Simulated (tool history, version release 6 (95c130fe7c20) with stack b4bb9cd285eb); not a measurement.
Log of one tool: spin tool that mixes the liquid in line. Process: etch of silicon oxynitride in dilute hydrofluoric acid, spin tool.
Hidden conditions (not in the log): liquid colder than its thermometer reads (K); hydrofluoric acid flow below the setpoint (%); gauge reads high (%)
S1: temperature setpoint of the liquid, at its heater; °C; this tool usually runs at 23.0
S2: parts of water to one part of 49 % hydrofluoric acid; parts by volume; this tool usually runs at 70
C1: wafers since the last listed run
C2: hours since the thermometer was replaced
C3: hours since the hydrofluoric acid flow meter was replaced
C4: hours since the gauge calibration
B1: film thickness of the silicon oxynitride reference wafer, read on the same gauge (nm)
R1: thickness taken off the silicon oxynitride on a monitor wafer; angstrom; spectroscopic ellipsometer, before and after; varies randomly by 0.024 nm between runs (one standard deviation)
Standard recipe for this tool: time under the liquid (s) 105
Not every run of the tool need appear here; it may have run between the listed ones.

{"run": 1, "hour": 0.0, "S1": 25.0, "S2": 70, "time under the liquid (s)": 105, "C1": 0, "C2": 1812.7, "C3": 129.8, "C4": 1648.6, "B1": 149.958, "R1": 50.79}
{"run": 2, "hour": 26.8, "S1": 25.0, "S2": 70, "time under the liquid (s)": 105, "C1": 272, "C2": 1839.5, "C3": 156.6, "C4": 1675.4, "B1": 150.048, "R1": 50.84}
{"run": 3, "hour": 76.5, "S1": 23.0, "S2": 85, "time under the liquid (s)": 60, "C1": 505, "C2": 1889.2, "C3": 206.3, "C4": 1725.1, "B1": 150.029, "R1": 21.6}
{"run": 4, "hour": 141.1, "S1": 23.0, "S2": 85, "time under the liquid (s)": 60, "C1": 657, "C2": 1953.8, "C3": 270.9, "C4": 1789.7, "B1": 149.99, "R1": 21.41}
{"run": 5, "hour": 200.4, "S1": 23.0, "S2": 70, "time under the liquid (s)": 105, "C1": 603, "C2": 2013.1, "C3": 330.2, "C4": 1849.0, "B1": 150.019, "R1": 46.17}
{"run": 6, "hour": 261.6, "S1": 23.0, "S2": 70, "time under the liquid (s)": 105, "C1": 623, "C2": 2074.3, "C3": 391.4, "C4": 1910.2, "B1": 149.978, "R1": 46.1}
{"run": 7, "hour": 303.1, "S1": 23.0, "S2": 70, "time under the liquid (s)": 105, "C1": 422, "C2": 2115.8, "C3": 432.9, "C4": 1951.7, "B1": 150.02, "R1": 46.09}
{"run": 8, "hour": 369.7, "S1": 23.0, "S2": 70, "time under the liquid (s)": 105, "C1": 678, "C2": 2182.4, "C3": 499.5, "C4": 2018.3, "B1": 150.013, "R1": 46.36}
{"hour": 375.7, "done": "hydrofluoric acid flow meter replaced"}
{"run": 9, "hour": 395.4, "S1": 23.0, "S2": 70, "time under the liquid (s)": 105, "C1": 251, "C2": 2208.1, "C3": 19.7, "C4": 2044.0, "B1": 150.031, "R1": 46.17}
{"run": 10, "hour": 450.1, "S1": 20.5, "S2": 70, "time under the liquid (s)": 105, "C1": 556, "C2": 2262.8, "C3": 74.4, "C4": 2098.7, "B1": 149.999, "R1": 41.1}
{"run": 11, "hour": 513.8, "S1": 18.0, "S2": 105, "time under the liquid (s)": 70, "C1": 648, "C2": 2326.5, "C3": 138.1, "C4": 2162.4, "B1": 150.029, "R1": 15.64}
{"run": 12, "hour": 570.4, "S1": 23.0, "S2": 70, "time under the liquid (s)": 125, "C1": 576, "C2": 2383.1, "C3": 194.7, "C4": 2219.0, "B1": 149.952, "R1": 54.84}
{"run": 13, "hour": 638.0, "S1": 25.0, "S2": 55, "time under the liquid (s)": 105, "C1": 688, "C2": 2450.7, "C3": 262.3, "C4": 2286.6, "B1": 150.03, "R1": 65.03}
{"run": 14, "hour": 668.2, "S1": 23.0, "S2": 70, "time under the liquid (s)": 105, "C1": 307, "C2": 2480.9, "C3": 292.5, "C4": 2316.8, "B1": 150.039, "R1": 46.04}
{"run": 15, "hour": 698.2, "S1": 23.0, "S2": 70, "time under the liquid (s)": 105, "C1": 305, "C2": 2510.9, "C3": 322.5, "C4": 2346.8, "B1": 149.992, "R1": 45.52}
{"run": 16, "hour": 729.8, "S1": 25.0, "S2": 55, "time under the liquid (s)": 155, "C1": 321, "C2": 2542.5, "C3": 354.1, "C4": 2378.4, "B1": 150.005, "R1": 96.1}
{"run": 17, "hour": 797.6, "S1": 23.0, "S2": 70, "time under the liquid (s)": 105, "C1": 690, "C2": 2610.3, "C3": 421.9, "C4": 2446.2, "B1": 149.986, "R1": 45.93}
{"hour": 816.6, "done": "gauge calibrated"}
{"run": 18, "hour": 828.6, "S1": 21.0, "S2": 50, "time under the liquid (s)": 105, "C1": 315, "C2": 2641.3, "C3": 452.9, "C4": 12.0, "B1": 149.992, "R1": 58.28}

Predict the results of run 19:
{"hour": 876.5, "done": "hydrofluoric acid flow meter replaced"}
{"run": 19, "hour": 896.8, "S1": 23.0, "S2": 70, "time under the liquid (s)": 105, "C1": 684, "C2": 2709.5, "C3": 20.3, "C4": 80.2, "B1": "?", "R1": "?"}

B1: 150.020
R1: 45.71 angstrom
The same run, on a tool lacking any hidden state, would have yielded R1 47.97 angstrom.
